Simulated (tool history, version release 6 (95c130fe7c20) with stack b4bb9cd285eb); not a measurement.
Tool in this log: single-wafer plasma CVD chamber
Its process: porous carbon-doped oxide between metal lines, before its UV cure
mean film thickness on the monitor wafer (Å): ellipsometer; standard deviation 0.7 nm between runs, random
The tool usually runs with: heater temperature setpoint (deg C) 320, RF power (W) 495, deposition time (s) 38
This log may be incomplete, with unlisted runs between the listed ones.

| run | hour | heater temperature setpoint (deg C) | RF power (W) | deposition time (s) | read-back reference wafer on the same gauge, thickness_nm | mean film thickness on the monitor wafer (Å) |
|---|---|---|---|---|---|---|
| 1 | 0 | 320 | 495 | 38 | 146.963 | 1716.28 |
| 2 | 98.3 | 320 | 495 | 38 | 146.995 | 1719.44 |
| 3 | 184.6 | 320 | 495 | 38 | 146.985 | 1720.37 |
| 4 | 247.7 | 330 | 465 | 38 | 146.987 | 1537.45 |
| 5 | 285.2 | 328 | 495 | 41.8 | 146.97 | 1795.23 |
|  | 338.8 | showerhead replaced |
| 6 | 340.7 | 320 | 495 | 38 | 147.03 | 1706.91 |
| 7 | 387.5 | 320 | 495 | 38 | 146.997 | 1705.38 |
| 8 | 427.8 | 320 | 495 | 38 | 147.066 | 1694.14 |
| 9 | 544.5 | 320 | 495 | 38 | 147.082 | 1695.11 |
| 10 | 626.9 | 320 | 460 | 38 | 146.857 | 1595.88 |
| 11 | 670.4 | 320 | 495 | 32.2 | 147.08 | 1438.59 |
| 12 | 729.9 | 320 | 495 | 38 | 147.1 | 1689.43 |
| 13 | 835.9 | 309 | 460 | 38 | 146.923 | 1655.67 |
|  | 873.4 | RF generator calibrated |
| 14 | 940.2 | 312 | 575 | 38 | 146.931 | 1993.69 |
| 15 | 1036.1 | 326 | 460 | 41.5 | 146.927 | 1733 |
| 16 | 1099.7 | 320 | 495 | 38 | 146.942 | 1723.91 |
| 17 | 1141.1 | 311 | 495 | 38 | 147.052 | 1805.87 |
| 18 | 1190.4 | 320 | 425 | 38 | 146.955 | 1514.87 |
| 19 | 1278.1 | 320 | 495 | 38 | 146.963 | 1719.98 |
|  | 1323.8 | thermocouple changed; heater temperature recalibrated |
| 20 | 1378.4 | 320 | 495 | 38 | 146.872 | 1717.56 |
|  | 1407.9 | gauge calibrated |
| 21 | 1422.9 | 320 | 495 | 38 | 147.094 | 1723.41 |
| 22 | 1479.6 | 320 | 495 | 38 | 146.98 | 1715.28 |
| 23 | 1534.5 | 320 | 550 | 31.9 | 147.176 | 1558.15 |
| 24 | 1631.8 | 311 | 405 | 45.4 | 147.043 | 1792.43 |

Run 25 comes next. What will it give?
| 25 | 1711.1 | 333 | 595 | 34.4 | ? | ? |

read-back reference wafer on the same gauge, thickness_nm: 147.073
mean film thickness on the monitor wafer (Å): 1678.34
Take away the tool's hidden state, keep the run-to-run variation as it was, and the same run would have given mean film thickness on the monitor wafer (Å) 1712.43.
